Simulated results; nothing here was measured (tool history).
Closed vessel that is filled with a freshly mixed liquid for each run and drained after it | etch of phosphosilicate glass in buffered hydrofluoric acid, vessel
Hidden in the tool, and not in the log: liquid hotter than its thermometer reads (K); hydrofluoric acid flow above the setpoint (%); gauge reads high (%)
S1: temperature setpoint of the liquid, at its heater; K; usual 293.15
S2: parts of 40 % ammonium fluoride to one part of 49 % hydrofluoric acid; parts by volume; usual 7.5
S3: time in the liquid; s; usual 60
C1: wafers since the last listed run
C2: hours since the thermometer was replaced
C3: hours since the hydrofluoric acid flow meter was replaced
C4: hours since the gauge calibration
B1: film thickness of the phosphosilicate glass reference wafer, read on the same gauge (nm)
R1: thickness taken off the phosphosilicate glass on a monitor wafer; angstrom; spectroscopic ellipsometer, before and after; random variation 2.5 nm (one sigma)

run,day,S1,S2,S3,C1,C2,C3,C4,B1,R1
1,0.000,295.15,7.5,70,0,1374.0,186.1,2589.3,30.02,3862.1
2,1.571,293.15,7.5,70,5137,1411.7,223.8,2627.0,30.00,3369.1
3,2.621,293.15,7.5,60,3434,1436.9,249.0,2652.2,29.99,2902.9
4,5.546,293.15,7.5,60,9566,1507.1,319.2,2722.4,30.01,2992.2
5,7.342,293.15,7.5,60,5873,1550.2,362.3,2765.5,30.03,2969.4
6,9.158,293.15,7.5,60,5941,1593.8,405.9,2809.1,29.98,3001.6
7,10.442,290.65,7.5,80,4197,1624.6,436.7,2839.9,29.99,3537.1
8,11.896,290.15,7.5,60,4756,1659.5,471.6,2874.8,29.99,2577.0
# day 12.162: gauge calibrated
9,14.100,290.15,7.5,60,7208,1712.4,524.5,46.5,29.99,2585.4
10,15.683,293.15,7.5,60,5178,1750.4,562.5,84.5,30.01,3054.4
11,16.721,297.65,7.5,60,3393,1775.3,587.4,109.4,30.02,3922.4
12,19.342,293.15,5.5,90,8571,1838.2,650.3,172.3,29.99,6041.5
13,21.758,290.15,7.5,60,7903,1896.2,708.3,230.3,29.98,2648.6
14,24.633,296.15,5.0,95,9403,1965.2,777.3,299.3,30.02,8299.9
15,26.917,296.65,9.5,30,7467,2020.0,832.1,354.1,30.00,1490.1
16,28.321,293.15,7.5,60,4592,2053.7,865.8,387.8,29.99,3193.3
# day 29.829: thermometer replaced
17,30.504,293.15,7.5,60,7004,16.2,918.2,440.2,29.98,2775.6
18,32.162,293.15,7.5,60,5423,56.0,958.0,480.0,30.04,2772.8
19,35.683,290.15,9.5,90,11515,140.5,1042.5,564.5,30.01,2727.9
20,37.554,293.15,7.5,60,6118,185.4,1087.4,609.4,30.00,2779.8
21,40.025,293.15,7.5,60,8081,244.7,1146.7,668.7,29.96,2806.1
22,42.000,290.15,10.0,75,6459,292.1,1194.1,716.1,29.99,2237.3
23,43.379,290.15,6.5,60,4510,325.2,1227.2,749.2,30.00,2730.6
24,45.700,293.15,7.5,40,7590,380.9,1282.9,804.9,29.98,1926.1
25,47.442,290.15,9.0,60,5696,422.7,1324.7,846.7,30.03,1993.0
26,49.038,293.15,7.5,60,5219,461.0,1363.0,885.0,30.02,2920.1
27,50.750,293.15,7.5,85,5600,502.1,1404.1,926.1,29.96,4205.9
28,52.033,293.15,7.5,80,4197,532.9,1434.9,956.9,29.99,3789.4
29,53.212,296.65,8.5,90,3856,561.2,1463.2,985.2,29.99,4648.8
30,54.933,290.65,6.5,85,5628,602.5,1504.5,1026.5,29.98,4117.6
31,57.617,293.15,7.5,60,8776,666.9,1568.9,1090.9,30.03,2987.8

The tool's hidden state at each run:
gauge reads high (%): 0 in every run
H1: liquid hotter than its thermometer reads (K)
H2: hydrofluoric acid flow above the setpoint (%)
run,H1,H2
1,1.87,1.74
2,1.92,1.9
3,1.95,2.01
4,2.04,2.3
5,2.09,2.48
6,2.15,2.67
7,2.19,2.79
8,2.23,2.94
9,2.3,3.16
10,2.35,3.32
11,2.38,3.43
12,2.46,3.69
13,2.54,3.94
14,2.62,4.23
15,2.69,4.46
16,2.74,4.6
17,0.145,4.82
18,0.196,4.98
19,0.304,5.34
20,0.361,5.53
21,0.437,5.78
22,0.497,5.98
23,0.539,6.12
24,0.61,6.35
25,0.663,6.52
26,0.712,6.69
27,0.765,6.86
28,0.804,6.99
29,0.84,7.11
30,0.893,7.28
31,0.975,7.55
